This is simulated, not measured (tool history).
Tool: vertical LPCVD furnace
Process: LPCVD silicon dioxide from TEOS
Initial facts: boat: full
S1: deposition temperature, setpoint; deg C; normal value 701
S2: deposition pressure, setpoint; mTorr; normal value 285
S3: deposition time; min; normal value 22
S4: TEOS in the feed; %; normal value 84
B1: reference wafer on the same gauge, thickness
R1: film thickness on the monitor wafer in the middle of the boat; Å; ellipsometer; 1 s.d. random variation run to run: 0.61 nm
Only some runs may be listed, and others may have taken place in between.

Run 1, hour 0: usual settings; B1 157.02. Result: R1 1881.7 Å.
Run 2, hour 67.5: usual settings; B1 156.98. Result: R1 1892 Å.
Run 3, hour 116.2: usual settings; B1 157.12. Result: R1 1881.4 Å.
Run 4, hour 217.3: usual settings; B1 157.2. Result: R1 1879.5 Å.
Run 5, hour 321.6: usual settings but S4 96 %; B1 157.04. Result: R1 2023.2 Å.
Run 6, hour 397.8: usual settings but S4 96 %; B1 157.19. Result: R1 2014.2 Å.
Run 7, hour 458.4: usual settings but S4 96 %; B1 156.93. Result: R1 2026.5 Å.
Run 8, hour 514: usual settings; B1 157.12. Result: R1 1887.9 Å.
Run 9, hour 566.8: usual settings; B1 157. Result: R1 1888.1 Å.
Run 10, hour 633: usual settings; B1 156.95. Result: R1 1892.5 Å.
Run 11, hour 691.8: usual settings; B1 157.09. Result: R1 1877.8 Å.
Run 12, hour 789.5: usual settings but S3 14 min; B1 156.95. Result: R1 1202 Å.
Run 13, hour 880.2: usual settings; B1 157.17. Result: R1 1889.5 Å.
Run 14, hour 942: usual settings but S1 692 deg C, S3 13.5 min; B1 157.26. Result: R1 929.7 Å.
Run 15, hour 1014.5: usual settings but S3 25.5 min, S4 97 %; B1 156.87. Result: R1 2360 Å.
Run 16, hour 1091.8: usual settings but S2 240 mTorr, S3 16 min, S4 93 %; B1 157.03. Result: R1 1326.4 Å.
Run 17, hour 1123.5: usual settings but S1 698 deg C, S4 70 %; B1 157.21. Result: R1 1603.2 Å.
Run 18, hour 1218.9: usual settings but S1 692 deg C; B1 157.13. Result: R1 1524.6 Å.
Run 19, hour 1281.8: usual settings but S2 325 mTorr, S4 91 %; B1 157.01. Result: R1 2101.4 Å.
Run 20, hour 1361.9: usual settings but S1 691 deg C; B1 156.78. Result: R1 1490.1 Å.
Run 21, hour 1424.9: usual settings but S4 97 %; B1 157.15. Result: R1 2025.1 Å.
Run 22, hour 1732.4: usual settings; B1 157.02. Result: R1 1879.3 Å.
Run 23, hour 1799.7: usual settings but S1 697 deg C, S2 315 mTorr, S3 29.5 min, S4 72 %; B1 156.83. Result: R1 2244.6 Å.
Run 24, hour 1877.9: usual settings; B1 157.25. Result: R1 1880.9 Å.
Run 25, hour 2033.5: usual settings; B1 156.98. Result: R1 1881.8 Å.
Run 26, hour 2081.3: usual settings but S1 695 deg C, S3 25 min; B1 157.23. Result: R1 1860.5 Å.
Run 27, hour 2152.1: usual settings but S1 706 deg C, S2 355 mTorr, S3 25.5 min, S4 97 %; B1 157.1. Result: R1 2945.7 Å.
Run 28, hour 2246.1: usual settings but S2 220 mTorr; B1 156.84. Result: R1 1654.6 Å.
Run 29, hour 2328.9: usual settings but S2 240 mTorr, S3 24.5 min; B1 156.86. Result: R1 1930.4 Å.
Run 30, hour 2364.9: usual settings but S3 19.5 min, S4 73 %; B1 156.9. Result: R1 1553.9 Å.

Missing from the log above: 4 entries noted between runs. For each, name the pair of listed runs it sits between and say how the tool's hidden condition differs from the listed run just before to the listed run just after:
Run 15 -> run 16: TEOS flow controller replaced (hour 1091.3)
  both runs share identical hidden conditions
Run 18 -> run 19: pressure gauge zeroed (hour 1281.3)
  both runs share identical hidden conditions
Run 19 -> run 20: thermocouples replaced and temperature profile calibrated (hour 1361.4)
  both runs share identical hidden conditions
Run 21 -> run 22: gauge calibrated (hour 1463.6)
  both runs share identical hidden conditions
